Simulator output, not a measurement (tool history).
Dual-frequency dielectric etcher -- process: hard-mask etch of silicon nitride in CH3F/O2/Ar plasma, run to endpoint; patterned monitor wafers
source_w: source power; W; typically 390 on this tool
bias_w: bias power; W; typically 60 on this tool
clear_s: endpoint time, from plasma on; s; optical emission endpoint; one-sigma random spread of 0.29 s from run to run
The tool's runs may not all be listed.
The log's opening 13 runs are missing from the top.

run,day,source_w,bias_w,"incoming incoming film thickness, nm",clear_s
14,30.371,390,73,29.17,35.6
15,33.042,390,60,28.94,38.5
16,35.008,470,64,29.18,36.2
17,36.062,420,46,29.04,43.9
18,38.042,480,70,29.22,34.4
19,40.012,310,50,29.07,45.9
20,42.658,390,60,28.83,39
21,43.912,440,74,28.97,34.3
22,45.958,300,71,29.26,39
# day 47.425: wet clean of the chamber
# day 48.879: source power generator calibrated
23,48.9,390,60,29.21,39.4
24,49.888,390,60,29.08,39.3
25,51.908,390,60,29.12,38.9
# day 54.192: bias power generator calibrated
# day 55.017: upper electrode replaced
26,55.038,340,51,29.02,43.5
27,56.892,360,60,29.14,40.3
28,59.333,390,60,29.12,39
29,61.775,290,60,29.41,42.5
30,64.342,390,51,29.29,43.1
31,65.825,470,60,28.81,36.5
# day 68.071: wet clean of the chamber
32,68.092,420,66,28.9,36.3
33,70.233,360,48,29.41,45.4
34,76.512,390,66,28.84,37
35,77.612,450,54,28.95,39.2
36,78.933,460,52,29.28,39.9

Below are 3 alternative next runs, each starting from the tool's condition after run 36. Predict each:
A,78.95,390,69,29,?
B,78.95,390,74,29,?
C,78.95,430,60,29,?

run,clear_s
A,36.2
B,35
C,37.6
What these runs would have given with no unlogged condition in the tool:
run,clear_s
A,36.2
B,35
C,37.6
